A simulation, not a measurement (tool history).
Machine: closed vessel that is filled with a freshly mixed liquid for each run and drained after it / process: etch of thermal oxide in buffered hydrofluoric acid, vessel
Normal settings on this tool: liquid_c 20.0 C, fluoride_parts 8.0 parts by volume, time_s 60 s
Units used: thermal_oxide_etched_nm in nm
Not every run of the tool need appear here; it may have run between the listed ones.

run,day,liquid_c,fluoride_parts,time_s,wafers since the last listed run,hours since the thermometer was replaced,hours since the hydrofluoric acid flow meter was replaced,hours since the gauge calibration,"read-back film thickness of the thermal oxide reference wafer, read on the same gauge (nm)",thermal_oxide_etched_nm
1,0.000,20.0,8.0,60,0,1583.6,1759.9,155.3,70.00,76.73
2,0.362,20.0,8.0,60,649,1592.3,1768.6,164.0,70.02,76.82
3,0.992,20.0,8.0,60,1127,1607.4,1783.7,179.1,69.99,76.05
4,1.638,20.0,8.0,60,1157,1622.9,1799.2,194.6,69.99,76.88
5,1.917,20.0,8.0,60,500,1629.6,1805.9,201.3,70.01,77.13
6,2.450,20.0,8.0,60,955,1642.4,1818.7,214.1,70.00,76.92
7,3.046,20.0,8.0,85,1067,1656.7,1833.0,228.4,69.99,108.73
8,3.633,20.0,8.0,85,1052,1670.8,1847.1,242.5,70.01,109.33
9,4.058,20.0,6.5,60,761,1681.0,1857.3,252.7,69.98,92.74
10,4.375,20.0,6.5,60,567,1688.6,1864.9,260.3,70.00,93.15
11,4.871,20.0,8.0,60,888,1700.5,1876.8,272.2,70.00,77.32
# day 5.442: thermometer replaced
12,5.558,20.0,8.0,60,1157,2.8,1893.3,288.7,69.97,77.24
# day 5.567: gauge calibrated
13,6.217,20.0,8.0,60,1179,18.6,1909.1,15.6,70.01,76.93
14,6.738,20.0,8.0,80,933,31.1,1921.6,28.1,70.02,104.29
15,7.221,20.0,8.0,60,866,42.7,1933.2,39.7,70.02,77.59
16,7.600,20.0,5.0,60,679,51.8,1942.3,48.8,70.00,116.94
17,7.958,24.0,6.5,95,642,60.4,1950.9,57.4,70.01,184.75
18,8.396,20.0,8.0,80,783,70.9,1961.4,67.9,70.00,103.79
19,9.058,17.5,8.0,50,1187,86.8,1977.3,83.8,70.00,56.24
20,9.417,20.0,8.0,60,642,95.4,1985.9,92.4,69.98,78.07
# day 10.558: hydrofluoric acid flow meter replaced
21,10.800,24.5,7.0,60,2404,128.6,5.8,125.6,70.03,102.34
22,11.258,20.0,8.0,40,821,139.6,16.8,136.6,69.99,46.49
23,11.625,20.0,8.0,60,657,148.4,25.6,145.4,69.99,70.25
24,11.888,20.0,8.0,60,470,154.7,31.9,151.7,70.01,70.00
25,12.583,24.5,8.0,60,1246,171.4,48.6,168.4,70.01,89.37
26,12.946,20.0,5.5,75,649,180.1,57.3,177.1,70.02,124.11
27,13.325,22.5,8.0,60,679,189.2,66.4,186.2,70.00,79.24

How the hidden state differs across the entries between the runs, from the last listed run before each to the first after it:
Logged between run 11 and run 12: thermometer replaced (day 5.442)
  hydrofluoric acid flow above the setpoint (%): 11 -> 11.1
  the result without the hidden state subtracted from the measured one, thermal_oxide_etched_nm: +8.29 -> +8.33 nm
Logged between run 12 and run 13: gauge calibrated (day 5.567)
  hydrofluoric acid flow above the setpoint (%): 11.1 -> 11.2
  the result without the hidden state subtracted from the measured one, thermal_oxide_etched_nm: +8.33 -> +8.36 nm
Logged between run 20 and run 21: hydrofluoric acid flow meter replaced (day 10.558)
  hydrofluoric acid flow above the setpoint (%): 11.6 -> 0.599
  the result without the hidden state subtracted from the measured one, thermal_oxide_etched_nm: +8.75 -> +0.53 nm

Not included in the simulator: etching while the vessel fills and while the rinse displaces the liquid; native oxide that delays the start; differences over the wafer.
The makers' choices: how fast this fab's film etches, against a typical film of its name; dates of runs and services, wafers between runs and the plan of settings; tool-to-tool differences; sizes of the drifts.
